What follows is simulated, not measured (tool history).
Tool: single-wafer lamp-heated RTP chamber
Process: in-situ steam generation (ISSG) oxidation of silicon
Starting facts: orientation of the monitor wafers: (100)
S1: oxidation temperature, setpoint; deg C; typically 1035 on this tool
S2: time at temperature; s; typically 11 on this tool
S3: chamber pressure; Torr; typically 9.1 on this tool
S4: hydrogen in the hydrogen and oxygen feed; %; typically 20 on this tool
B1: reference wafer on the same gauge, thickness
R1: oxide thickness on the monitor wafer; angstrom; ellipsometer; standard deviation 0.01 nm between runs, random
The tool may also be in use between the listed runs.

run,day,S1,S2,S3,S4,B1,R1
1,0,1035,11,9.8,20,5.226,43.89
2,2.417,1035,11,9.1,20,5.227,44.5
3,3.525,1035,11,9.1,20,5.238,44.63
4,6.208,1035,11,9.1,20,5.233,44.51
5,8.146,1035,11,9.1,20,5.236,44.58
6,9.217,1035,11,9.1,20,5.231,44.76
7,12.017,1035,11,9.1,20,5.229,44.85
8,13.067,1035,11,9.1,20,5.23,44.96
9,15.321,1035,11,9.1,20,5.227,44.89
# day 15.883: pyrometer window cleaned and pyrometer calibrated
10,17.017,1035,11,9.1,20,5.227,44.16
11,19.704,1035,11,9.1,20,5.229,44.2
12,22.392,1035,15,9.1,23,5.233,53.37
13,24.642,1048,9,8,24,5.229,45.27
14,27.596,1050,10,9.1,20,5.231,45.35
15,34.012,1035,11,9.1,20,5.228,44.61
16,35.879,1050,11,10.2,20,5.226,46.94
# day 36.329: pressure gauge zeroed
# day 38.021: hydrogen flow controller replaced
17,38.042,1029,11,9.8,15,5.232,41.01
# day 40.408: pyrometer window cleaned and pyrometer calibrated
18,40.846,1035,14,8.1,20,5.234,50.54
19,42.308,1025,10,8.6,30,5.23,45.83
# day 44.254: gauge calibrated
20,44.267,1035,11,9.1,26,5.235,47.7
21,47.004,1043,11,8.2,20,5.228,46.45
22,48.729,1021,14,7.7,23,5.226,49.16
23,51.238,1035,7,9.9,29,5.237,39.25
24,54.017,1041,9,9.1,20,5.235,41.69
25,55.988,1024,7,9.1,20,5.23,34.95
26,58.325,1035,14,8.1,20,5.227,50.77
27,60.921,1035,11,9.1,13,5.232,40.8
28,62.379,1043,10,9.1,29,5.224,49.03
# day 63.85: pyrometer window cleaned and pyrometer calibrated
29,64.238,1035,13,9.1,14,5.227,44.27
30,66.85,1043,8,9.8,20,5.227,38.97
31,68.35,1035,11,10.2,11,5.23,38.04
32,70.817,1018,13,7.9,27,5.234,48.72

Branching from run 32: 3 alternative next runs. What would each branch give?
A,70.833,1035,11,9.1,20,?,?
B,70.833,1046,14,8.3,20,?,?
C,70.833,1051,11,10.2,20,?,?

run,B1,R1
A,5.238,44.44
B,5.238,52.94
C,5.238,46.86
Stripped of hidden state, with their random variation kept, the same runs would have yielded:
run,R1
A,44.69
B,53.23
C,47.1

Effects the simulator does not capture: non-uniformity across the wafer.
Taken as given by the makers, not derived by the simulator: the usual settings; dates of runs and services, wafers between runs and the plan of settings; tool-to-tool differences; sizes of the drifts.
